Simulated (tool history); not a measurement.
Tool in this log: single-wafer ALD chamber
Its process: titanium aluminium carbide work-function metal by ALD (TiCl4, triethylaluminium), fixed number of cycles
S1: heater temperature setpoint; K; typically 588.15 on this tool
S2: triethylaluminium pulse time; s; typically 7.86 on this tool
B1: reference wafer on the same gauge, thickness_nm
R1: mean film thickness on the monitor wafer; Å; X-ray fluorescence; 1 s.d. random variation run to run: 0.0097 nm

| run | hour | S1 | S2 | B1 | R1 |
|---|---|---|---|---|---|
| 1 | 0.0 | 588.15 | 7.86 | 2.436 | 21.50 |
| 2 | 43.0 | 588.15 | 7.86 | 2.433 | 21.32 |
| 3 | 100.0 | 588.15 | 7.86 | 2.438 | 21.05 |
| 4 | 140.7 | 588.15 | 7.86 | 2.441 | 21.12 |
| 5 | 206.0 | 588.15 | 7.86 | 2.441 | 20.66 |
| 6 | 240.6 | 588.15 | 7.86 | 2.438 | 20.63 |
| 7 | 283.0 | 588.15 | 7.86 | 2.437 | 20.58 |
| 8 | 330.7 | 588.15 | 7.86 | 2.438 | 20.57 |
| 9 | 368.8 | 588.15 | 7.86 | 2.442 | 20.38 |
|  | 383.7 | showerhead replaced |
| 10 | 423.9 | 588.15 | 7.86 | 2.445 | 20.46 |
|  | 442.9 | gauge calibrated |
| 11 | 491.7 | 588.15 | 7.86 | 2.447 | 20.44 |
| 12 | 550.5 | 588.15 | 7.86 | 2.437 | 20.51 |
| 13 | 600.1 | 588.15 | 7.86 | 2.440 | 20.44 |
| 14 | 635.2 | 588.15 | 8.69 | 2.438 | 20.78 |
|  | 675.8 | thermocouple changed; heater temperature recalibrated |
| 15 | 676.3 | 588.15 | 7.86 | 2.433 | 20.29 |
| 16 | 708.6 | 578.15 | 9.73 | 2.439 | 20.25 |
|  | 722.0 | triethylaluminium bottle replaced |
| 17 | 768.2 | 597.15 | 4.72 | 2.442 | 20.46 |
| 18 | 812.6 | 588.15 | 4.85 | 2.440 | 19.58 |
| 19 | 854.1 | 596.15 | 7.86 | 2.437 | 21.47 |
| 20 | 906.8 | 588.15 | 7.86 | 2.438 | 20.84 |
| 21 | 968.4 | 581.15 | 6.52 | 2.439 | 19.37 |
| 22 | 1039.7 | 574.15 | 6.62 | 2.433 | 18.79 |
| 23 | 1097.1 | 576.15 | 9.23 | 2.441 | 19.95 |
| 24 | 1127.8 | 588.15 | 7.86 | 2.442 | 20.54 |
| 25 | 1154.5 | 588.15 | 7.86 | 2.442 | 20.47 |
| 26 | 1212.4 | 595.15 | 6.94 | 2.442 | 20.53 |
| 27 | 1283.7 | 574.15 | 7.86 | 2.437 | 19.24 |
| 28 | 1329.9 | 596.15 | 7.86 | 2.437 | 20.85 |
| 29 | 1400.1 | 574.15 | 10.04 | 2.439 | 19.90 |
| 30 | 1439.8 | 588.15 | 7.86 | 2.434 | 20.17 |
|  | 1451.8 | triethylaluminium bottle replaced |
| 31 | 1502.7 | 588.15 | 9.69 | 2.442 | 21.94 |
| 32 | 1567.0 | 577.15 | 7.06 | 2.439 | 19.93 |
| 33 | 1636.4 | 576.15 | 9.44 | 2.447 | 20.56 |
| 34 | 1692.9 | 588.15 | 7.86 | 2.439 | 20.86 |

Per-run results on a tool with no hidden state, each run keeping its own random variation:
Hidden state at play: wafer temperature above the value expected at the setpoint (K); triethylaluminium dose above that of a fresh bottle (%); gauge reads high (%).
| run | R1 |
|---|---|
| 1 | 21.60 |
| 2 | 21.60 |
| 3 | 21.52 |
| 4 | 21.72 |
| 5 | 21.42 |
| 6 | 21.46 |
| 7 | 21.49 |
| 8 | 21.56 |
| 9 | 21.41 |
| 10 | 21.57 |
| 11 | 21.61 |
| 12 | 21.72 |
| 13 | 21.67 |
| 14 | 21.93 |
| 15 | 21.54 |
| 16 | 21.25 |
| 17 | 20.97 |
| 18 | 20.29 |
| 19 | 22.13 |
| 20 | 21.63 |
| 21 | 20.41 |
| 22 | 19.93 |
| 23 | 20.89 |
| 24 | 21.72 |
| 25 | 21.68 |
| 26 | 21.96 |
| 27 | 20.49 |
| 28 | 22.22 |
| 29 | 20.92 |
| 30 | 21.54 |
| 31 | 22.09 |
| 32 | 20.34 |
| 33 | 21.02 |
| 34 | 21.55 |
